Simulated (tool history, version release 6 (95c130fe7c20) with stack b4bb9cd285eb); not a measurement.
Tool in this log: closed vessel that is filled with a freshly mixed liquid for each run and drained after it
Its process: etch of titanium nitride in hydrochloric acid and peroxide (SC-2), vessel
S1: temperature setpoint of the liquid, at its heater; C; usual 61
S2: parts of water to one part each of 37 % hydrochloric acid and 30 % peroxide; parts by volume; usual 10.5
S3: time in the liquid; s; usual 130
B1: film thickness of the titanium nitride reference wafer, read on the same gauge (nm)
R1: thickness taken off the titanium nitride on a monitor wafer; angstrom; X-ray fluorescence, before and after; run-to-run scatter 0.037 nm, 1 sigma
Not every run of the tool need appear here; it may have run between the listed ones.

run,hour,S1,S2,S3,B1,R1
1,0,57,10.5,130,149.962,30.02
2,18.5,57,10.5,130,149.992,30.03
3,36.9,61,10.5,130,149.994,37.89
4,71.5,61,10.5,130,149.997,38.33
5,102.2,61,10.5,130,150.018,38.55
6,127,58,10.5,130,149.991,31.79
7,158.3,58,10.5,130,150.026,32.26
8,171,61,10.5,175,149.998,51.08
9,203.8,61,10.5,175,150.015,52.25
10,216.6,61,10.5,175,149.979,51.83
11,230.6,54.5,10.5,130,149.991,25.7
12,262.3,54.5,10.5,130,150.003,25.3
13,279.1,61,10.5,130,150.004,38.75
14,295.7,61,10.5,175,149.993,51.33
15,311.8,61,10.5,130,150.02,38.45
# hour 327.4: chemicals flow meter replaced
# hour 333.7: gauge calibrated
# hour 357.6: new drum of peroxide connected
16,415.5,70.5,10.5,130,150.038,67.97
17,442.8,56.5,12.5,185,149.979,35.66
18,476.5,61,10.5,130,149.993,38.74
19,495.8,61,7.5,75,150.007,29.29
20,519.8,61,10.5,130,149.964,39.19
21,553.8,61,10.5,130,149.999,38.94
# hour 562.1: thermometer replaced
22,582.4,61,10.5,75,149.996,22.14
23,595.9,61,10.5,130,149.99,38.63
24,630.9,61,13.5,130,150.001,30.84
25,660.5,66,9,75,149.999,33.96
26,680.2,53,8.5,130,150.011,27.4
27,703.9,61,6,130,149.996,60.16
28,720.2,67.5,6,195,150.001,133.45

Consider 5 possible next runs. They are alternatives, not a sequence: every one starts from the tool as it was left by run 28. What does each give?
A,720.9,61,10.5,130,?,?
B,720.9,61,14.5,130,?,?
C,720.9,61,13.5,160,?,?
D,720.9,65.5,14,195,?,?
E,720.9,61,13.5,105,?,?

run,B1,R1
A,150.019,38.68
B,150.019,29.3
C,150.019,38.39
D,150.019,59.79
E,150.019,25.19
With no hidden state in the tool, these same runs would have given:
run,R1
A,38.68
B,29.3
C,38.39
D,59.79
E,25.19
